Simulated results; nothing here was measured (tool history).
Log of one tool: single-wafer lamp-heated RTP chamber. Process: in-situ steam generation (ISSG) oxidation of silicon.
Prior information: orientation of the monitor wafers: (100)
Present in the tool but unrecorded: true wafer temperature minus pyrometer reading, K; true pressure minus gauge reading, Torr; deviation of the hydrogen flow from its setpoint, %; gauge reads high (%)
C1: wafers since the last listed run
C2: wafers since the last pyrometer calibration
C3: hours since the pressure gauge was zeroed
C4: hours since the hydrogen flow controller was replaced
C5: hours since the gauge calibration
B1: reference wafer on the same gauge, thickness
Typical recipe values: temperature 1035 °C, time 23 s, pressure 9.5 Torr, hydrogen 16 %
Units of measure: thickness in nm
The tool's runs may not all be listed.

Run 1, hour 0.0: usual settings but hydrogen 11 %; C1 0; C2 1661; C3 2082.6; C4 5426.4; C5 1029.1; B1 6.591. Result: thickness 6.362 nm.
Run 2, hour 66.3: usual settings but hydrogen 11 %; C1 713; C2 2374; C3 2148.9; C4 5492.7; C5 1095.4; B1 6.591. Result: thickness 6.423 nm.
Run 3, hour 137.5: usual settings but hydrogen 11 %; C1 766; C2 3141; C3 2220.1; C4 5563.9; C5 1166.6; B1 6.594. Result: thickness 6.414 nm.
Run 4, hour 173.2: usual settings; C1 384; C2 3525; C3 2255.8; C4 5599.6; C5 1202.3; B1 6.591. Result: thickness 6.975 nm.
Run 5, hour 238.9: usual settings; C1 707; C2 4232; C3 2321.5; C4 5665.3; C5 1268.0; B1 6.590. Result: thickness 6.976 nm.
At hour 250.6: pyrometer window cleaned and pyrometer calibrated.
Run 6, hour 279.3: usual settings; C1 348; C2 309; C3 2361.9; C4 5705.7; C5 1308.4; B1 6.590. Result: thickness 6.785 nm.
Run 7, hour 313.0: usual settings but pressure 10.2 Torr; C1 362; C2 672; C3 2395.6; C4 5739.4; C5 1342.1; B1 6.589. Result: thickness 6.746 nm.
Run 8, hour 342.3: usual settings but pressure 10.2 Torr; C1 315; C2 987; C3 2424.9; C4 5768.7; C5 1371.4; B1 6.592. Result: thickness 6.725 nm.
Run 9, hour 386.7: usual settings but temperature 1023 °C; C1 477; C2 1465; C3 2469.3; C4 5813.1; C5 1415.8; B1 6.595. Result: thickness 6.449 nm.
Run 10, hour 456.0: usual settings but time 20 s, pressure 10.2 Torr; C1 746; C2 2211; C3 2538.6; C4 5882.4; C5 1485.1; B1 6.584. Result: thickness 6.349 nm.
Run 11, hour 496.4: usual settings but time 16 s; C1 434; C2 2646; C3 2579.0; C4 5922.8; C5 1525.5; B1 6.588. Result: thickness 5.739 nm.
Run 12, hour 565.0: usual settings but temperature 1051 °C, time 19 s, pressure 8.1 Torr, hydrogen 21 %; C1 738; C2 3385; C3 2647.6; C4 5991.4; C5 1594.1; B1 6.588. Result: thickness 7.314 nm.
Run 13, hour 604.6: usual settings but temperature 1042 °C, hydrogen 11 %; C1 426; C2 3811; C3 2687.2; C4 6031.0; C5 1633.7; B1 6.590. Result: thickness 6.718 nm.
At hour 614.2: hydrogen flow controller replaced.
Run 14, hour 643.4: usual settings but temperature 1042 °C, time 16 s, pressure 8.5 Torr, hydrogen 19 %; C1 331; C2 4142; C3 2726.0; C4 29.2; C5 1672.5; B1 6.590. Result: thickness 6.293 nm.
At hour 682.9: pyrometer window cleaned and pyrometer calibrated.
Run 15, hour 697.4: usual settings but temperature 1023 °C, pressure 9.0 Torr, hydrogen 11 %; C1 495; C2 156; C3 2780.0; C4 83.2; C5 1726.5; B1 6.589. Result: thickness 5.963 nm.
Run 16, hour 762.4: usual settings but hydrogen 19 %; C1 699; C2 856; C3 2845.0; C4 148.2; C5 1791.5; B1 6.589. Result: thickness 7.072 nm.
Run 17, hour 816.5: usual settings but temperature 1023 °C, pressure 10.2 Torr; C1 582; C2 1438; C3 2899.1; C4 202.3; C5 1845.6; B1 6.590. Result: thickness 6.356 nm.
At hour 845.7: pressure gauge zeroed.
Run 18, hour 846.2: usual settings; C1 233; C2 1672; C3 0.5; C4 232.0; C5 1875.3; B1 6.588. Result: thickness 6.887 nm.
At hour 857.0: gauge calibrated.
Run 19, hour 898.4: usual settings; C1 561; C2 2234; C3 52.7; C4 284.2; C5 41.4; B1 6.592. Result: thickness 6.915 nm.
Run 20, hour 941.9: usual settings; C1 468; C2 2702; C3 96.2; C4 327.7; C5 84.9; B1 6.590. Result: thickness 6.909 nm.
Run 21, hour 973.2: usual settings but temperature 1021 °C, time 15 s; C1 336; C2 3039; C3 127.5; C4 359.0; C5 116.2; B1 6.590. Result: thickness 5.198 nm.
Run 22, hour 1032.7: usual settings but temperature 1026 °C, hydrogen 19 %; C1 640; C2 3680; C3 187.0; C4 418.5; C5 175.7; B1 6.587. Result: thickness 6.891 nm.
At hour 1063.2: pyrometer window cleaned and pyrometer calibrated.
Run 23, hour 1082.6: usual settings but temperature 1017 °C; C1 451; C2 209; C3 236.9; C4 468.4; C5 225.6; B1 6.592. Result: thickness 6.227 nm.
Run 24, hour 1141.7: usual settings but pressure 9.1 Torr, hydrogen 19 %; C1 636; C2 845; C3 296.0; C4 527.5; C5 284.7; B1 6.595. Result: thickness 7.160 nm.
Run 25, hour 1196.7: usual settings; C1 592; C2 1437; C3 351.0; C4 582.5; C5 339.7; B1 6.584. Result: thickness 6.859 nm.
Run 26, hour 1260.4: usual settings; C1 685; C2 2123; C3 414.7; C4 646.2; C5 403.4; B1 6.587. Result: thickness 6.914 nm.
Run 27, hour 1314.4: usual settings but temperature 1053 °C, time 31 s, pressure 10.2 Torr; C1 581; C2 2704; C3 468.7; C4 700.2; C5 457.4; B1 6.590. Result: thickness 8.894 nm.
Run 28, hour 1378.1: usual settings but time 14 s, pressure 10.2 Torr; C1 685; C2 3390; C3 532.4; C4 763.9; C5 521.1; B1 6.591. Result: thickness 5.348 nm.
Run 29, hour 1406.1: usual settings but hydrogen 20 %; C1 301; C2 3691; C3 560.4; C4 791.9; C5 549.1; B1 6.589. Result: thickness 7.295 nm.
At hour 1417.5: pyrometer window cleaned and pyrometer calibrated.
Run 30, hour 1432.7: usual settings but time 28 s; C1 200; C2 163; C3 587.0; C4 818.5; C5 575.7; B1 6.584. Result: thickness 7.556 nm.
Run 31, hour 1478.6: usual settings but time 20 s; C1 494; C2 657; C3 632.9; C4 864.4; C5 621.6; B1 6.591. Result: thickness 6.351 nm.

Each row is a separate what-if for the run after 31, all from the same tool condition, not one after another. Results?
Run A, hour 1479.1: usual settings but time 17 s; C1 5; C2 663; C3 633.4; C4 864.9; C5 622.1; B1 ?. Result: thickness ?.
Run B, hour 1479.1: usual settings but temperature 1043 °C, pressure 10.0 Torr, hydrogen 13 %; C1 5; C2 663; C3 633.4; C4 864.9; C5 622.1; B1 ?. Result: thickness ?.
Run C, hour 1479.1: usual settings but pressure 8.7 Torr; C1 5; C2 663; C3 633.4; C4 864.9; C5 622.1; B1 ?. Result: thickness ?.
Run D, hour 1479.1: usual settings but hydrogen 24 %; C1 5; C2 663; C3 633.4; C4 864.9; C5 622.1; B1 ?. Result: thickness ?.

run     B1  thickness
  A  6.591      5.862
  B  6.591      6.799
  C  6.591      6.904
  D  6.591      7.470
Take away the tool's hidden state, keep each run's random variation, and the runs would have read:
run  thickness
  A      5.818
  B      6.742
  C      6.848
  D      7.410
